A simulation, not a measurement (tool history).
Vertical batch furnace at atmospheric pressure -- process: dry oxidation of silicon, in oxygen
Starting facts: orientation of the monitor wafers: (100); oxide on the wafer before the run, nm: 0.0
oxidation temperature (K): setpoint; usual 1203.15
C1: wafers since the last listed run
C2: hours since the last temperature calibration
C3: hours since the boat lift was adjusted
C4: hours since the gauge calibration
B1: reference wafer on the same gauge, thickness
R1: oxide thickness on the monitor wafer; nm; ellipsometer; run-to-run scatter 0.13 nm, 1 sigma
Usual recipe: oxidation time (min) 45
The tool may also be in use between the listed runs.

{"run": 1, "day": 0.0, "oxidation temperature (K)": 1203.15, "oxidation time (min)": 45, "C1": 0, "C2": 3863.7, "C3": 4760, "C4": 163.4, "B1": 17.72, "R1": 22.17}
{"run": 2, "day": 0.775, "oxidation temperature (K)": 1203.15, "oxidation time (min)": 45, "C1": 264, "C2": 3882.3, "C3": 4778.6, "C4": 182, "B1": 17.73, "R1": 22.06}
{"run": 3, "day": 2.85, "oxidation temperature (K)": 1208.15, "oxidation time (min)": 45, "C1": 707, "C2": 3932.1, "C3": 4828.4, "C4": 231.8, "B1": 17.71, "R1": 23.05}
{"run": 4, "day": 3.629, "oxidation temperature (K)": 1203.15, "oxidation time (min)": 59.5, "C1": 265, "C2": 3950.8, "C3": 4847.1, "C4": 250.5, "B1": 17.71, "R1": 26.57}
{"run": 5, "day": 4.088, "oxidation temperature (K)": 1203.15, "oxidation time (min)": 59.5, "C1": 156, "C2": 3961.8, "C3": 4858.1, "C4": 261.5, "B1": 17.71, "R1": 26.5}
{"day": 5.196, "done": "gauge calibrated"}
{"day": 5.362, "done": "boat lift adjusted"}
{"run": 6, "day": 5.383, "oxidation temperature (K)": 1203.15, "oxidation time (min)": 45, "C1": 100, "C2": 3992.9, "C3": 0.5, "C4": 4.5, "B1": 17.75, "R1": 22.05}
{"run": 7, "day": 5.579, "oxidation temperature (K)": 1203.15, "oxidation time (min)": 45, "C1": 22, "C2": 3997.6, "C3": 5.2, "C4": 9.2, "B1": 17.7, "R1": 22}
{"day": 6.45, "done": "thermocouples replaced and temperature profile calibrated"}
{"run": 8, "day": 6.471, "oxidation temperature (K)": 1203.15, "oxidation time (min)": 45, "C1": 7, "C2": 0.5, "C3": 26.6, "C4": 30.6, "B1": 17.69, "R1": 22.12}
{"run": 9, "day": 6.667, "oxidation temperature (K)": 1203.15, "oxidation time (min)": 37.5, "C1": 66, "C2": 5.2, "C3": 31.3, "C4": 35.3, "B1": 17.69, "R1": 19.65}
{"run": 10, "day": 7.1, "oxidation temperature (K)": 1203.15, "oxidation time (min)": 45, "C1": 147, "C2": 15.6, "C3": 41.7, "C4": 45.7, "B1": 17.7, "R1": 22.03}
{"run": 11, "day": 7.65, "oxidation temperature (K)": 1203.15, "oxidation time (min)": 45, "C1": 187, "C2": 28.8, "C3": 54.9, "C4": 58.9, "B1": 17.68, "R1": 21.81}
{"run": 12, "day": 8.25, "oxidation temperature (K)": 1208.15, "oxidation time (min)": 45, "C1": 204, "C2": 43.2, "C3": 69.3, "C4": 73.3, "B1": 17.74, "R1": 23.24}
{"run": 13, "day": 8.7, "oxidation temperature (K)": 1194.15, "oxidation time (min)": 45, "C1": 153, "C2": 54, "C3": 80.1, "C4": 84.1, "B1": 17.66, "R1": 20.28}
{"run": 14, "day": 9.475, "oxidation temperature (K)": 1217.15, "oxidation time (min)": 31.5, "C1": 264, "C2": 72.6, "C3": 98.7, "C4": 102.7, "B1": 17.67, "R1": 20.17}
{"run": 15, "day": 9.929, "oxidation temperature (K)": 1203.15, "oxidation time (min)": 33.5, "C1": 154, "C2": 83.5, "C3": 109.6, "C4": 113.6, "B1": 17.66, "R1": 18.07}
{"run": 16, "day": 10.629, "oxidation temperature (K)": 1222.15, "oxidation time (min)": 33.5, "C1": 238, "C2": 100.3, "C3": 126.4, "C4": 130.4, "B1": 17.7, "R1": 22.68}
{"run": 17, "day": 11.442, "oxidation temperature (K)": 1203.15, "oxidation time (min)": 45, "C1": 277, "C2": 119.8, "C3": 145.9, "C4": 149.9, "B1": 17.71, "R1": 21.82}
{"run": 18, "day": 12.1, "oxidation temperature (K)": 1181.15, "oxidation time (min)": 34.5, "C1": 224, "C2": 135.6, "C3": 161.7, "C4": 165.7, "B1": 17.71, "R1": 14.71}
{"run": 19, "day": 14.392, "oxidation temperature (K)": 1203.15, "oxidation time (min)": 45, "C1": 781, "C2": 190.6, "C3": 216.7, "C4": 220.7, "B1": 17.71, "R1": 22.15}
{"run": 20, "day": 15.033, "oxidation temperature (K)": 1214.15, "oxidation time (min)": 45, "C1": 218, "C2": 206, "C3": 232.1, "C4": 236.1, "B1": 17.7, "R1": 24.66}

Forecast each of these 4 alternatives for the next run:
{"run": "A", "day": 15.233, "oxidation temperature (K)": 1209.15, "oxidation time (min)": 45, "C1": 68, "C2": 210.8, "C3": 236.9, "C4": 240.9, "B1": "?", "R1": "?"}
{"run": "B", "day": 15.233, "oxidation temperature (K)": 1187.15, "oxidation time (min)": 28, "C1": 68, "C2": 210.8, "C3": 236.9, "C4": 240.9, "B1": "?", "R1": "?"}
{"run": "C", "day": 15.233, "oxidation temperature (K)": 1188.15, "oxidation time (min)": 67, "C1": 68, "C2": 210.8, "C3": 236.9, "C4": 240.9, "B1": "?", "R1": "?"}
{"run": "D", "day": 15.233, "oxidation temperature (K)": 1203.15, "oxidation time (min)": 28.5, "C1": 68, "C2": 210.8, "C3": 236.9, "C4": 240.9, "B1": "?", "R1": "?"}

run=A B1=17.72 R1=23.43
run=B B1=17.72 R1=13.77
run=C B1=17.72 R1=24.86
run=D B1=17.72 R1=16.3
The same runs, with their run-to-run variation unchanged, on a tool lacking any hidden condition would have given:
run=A R1=23.43
run=B R1=13.77
run=C R1=24.86
run=D R1=16.3
